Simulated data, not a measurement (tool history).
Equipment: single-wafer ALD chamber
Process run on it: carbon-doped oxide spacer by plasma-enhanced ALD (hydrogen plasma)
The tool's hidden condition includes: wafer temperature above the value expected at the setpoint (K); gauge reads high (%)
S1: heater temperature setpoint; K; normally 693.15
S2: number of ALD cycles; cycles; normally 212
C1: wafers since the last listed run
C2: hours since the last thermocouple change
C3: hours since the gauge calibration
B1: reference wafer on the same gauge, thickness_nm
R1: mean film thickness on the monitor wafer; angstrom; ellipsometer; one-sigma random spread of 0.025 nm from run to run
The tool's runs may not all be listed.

run,hour,S1,S2,C1,C2,C3,B1,R1
1,0,693.15,212,0,942.4,256,9.595,101.2
2,7.7,693.15,212,15,950.1,263.7,9.593,101.02
3,17.1,693.15,212,19,959.5,273.1,9.596,101.42
4,32.4,693.15,212,31,974.8,288.4,9.6,101.58
5,40.4,693.15,212,16,982.8,296.4,9.597,101.06
6,57.5,693.15,212,34,999.9,313.5,9.601,100.55
7,74.8,693.15,231,35,1017.2,330.8,9.603,110.42
8,88,693.15,212,26,1030.4,344,9.594,101.07
9,101.1,693.15,212,26,1043.5,357.1,9.596,101.28
10,115.9,684.15,212,30,1058.3,371.9,9.608,103.75
11,122.1,684.15,212,12,1064.5,378.1,9.61,103.85
12,160.3,693.15,240,77,1102.7,416.3,9.603,114.34
# hour 167.1: gauge calibrated
13,176.5,693.15,240,32,1118.9,9.4,9.476,112.36
14,191.5,693.15,240,30,1133.9,24.4,9.499,112.94
15,199.9,693.15,212,17,1142.3,32.8,9.501,100.23
16,215.6,693.15,212,31,1158,48.5,9.53,100.53
17,226.9,693.15,212,22,1169.3,59.8,9.532,100.51
18,245.6,693.15,212,37,1188,78.5,9.554,100.55
19,253,693.15,212,15,1195.4,85.9,9.544,100.57
20,262.4,684.15,189,19,1204.8,95.3,9.555,92.39
# hour 271.3: thermocouple changed; heater temperature recalibrated
21,271.8,702.15,237,2,0.5,104.7,9.568,109.8
22,283.5,693.15,199,23,12.2,116.4,9.578,94.41
23,296.6,700.15,247,26,25.3,129.5,9.577,115
24,305.4,693.15,212,17,34.1,138.3,9.576,101.1
25,313.6,698.15,250,16,42.3,146.5,9.579,117.57
26,323.1,707.15,242,19,51.8,156,9.585,110.63
27,340.9,704.15,189,36,69.6,173.8,9.584,87.32
28,348.1,682.15,241,14,76.8,181,9.594,118.49
29,362.5,700.15,182,29,91.2,195.4,9.608,84.46
30,379.9,680.15,201,35,108.6,212.8,9.605,99.06
31,396.4,705.15,231,33,125.1,229.3,9.602,105.88
32,412.4,693.15,212,32,141.1,245.3,9.605,101.72
33,419.4,708.15,171,14,148.1,252.3,9.602,78.07
34,433.7,689.15,189,29,162.4,266.6,9.607,91.05
35,446.3,704.15,189,25,175,279.2,9.611,87.41
36,458,693.15,212,23,186.7,290.9,9.611,100.99
37,472.3,678.15,212,29,201,305.2,9.618,105.43
38,481.7,698.15,212,19,210.4,314.6,9.617,99.75
39,489,693.15,212,14,217.7,321.9,9.623,100.82

Hidden condition of the tool, last listed run before each entry between runs versus first listed run after:
In the gap between runs 12 and 13: gauge calibrated (hour 167.1)
  gauge reads high (%): 1.36 -> 0.0708
  measured value less the no-hidden-state value, R1: +1.54 -> +0.08 angstrom
In the gap between runs 20 and 21: thermocouple changed; heater temperature recalibrated (hour 271.3)
  gauge reads high (%): 0.801 -> 0.855
  measured value less the no-hidden-state value, R1: +0.73 -> +0.93 angstrom
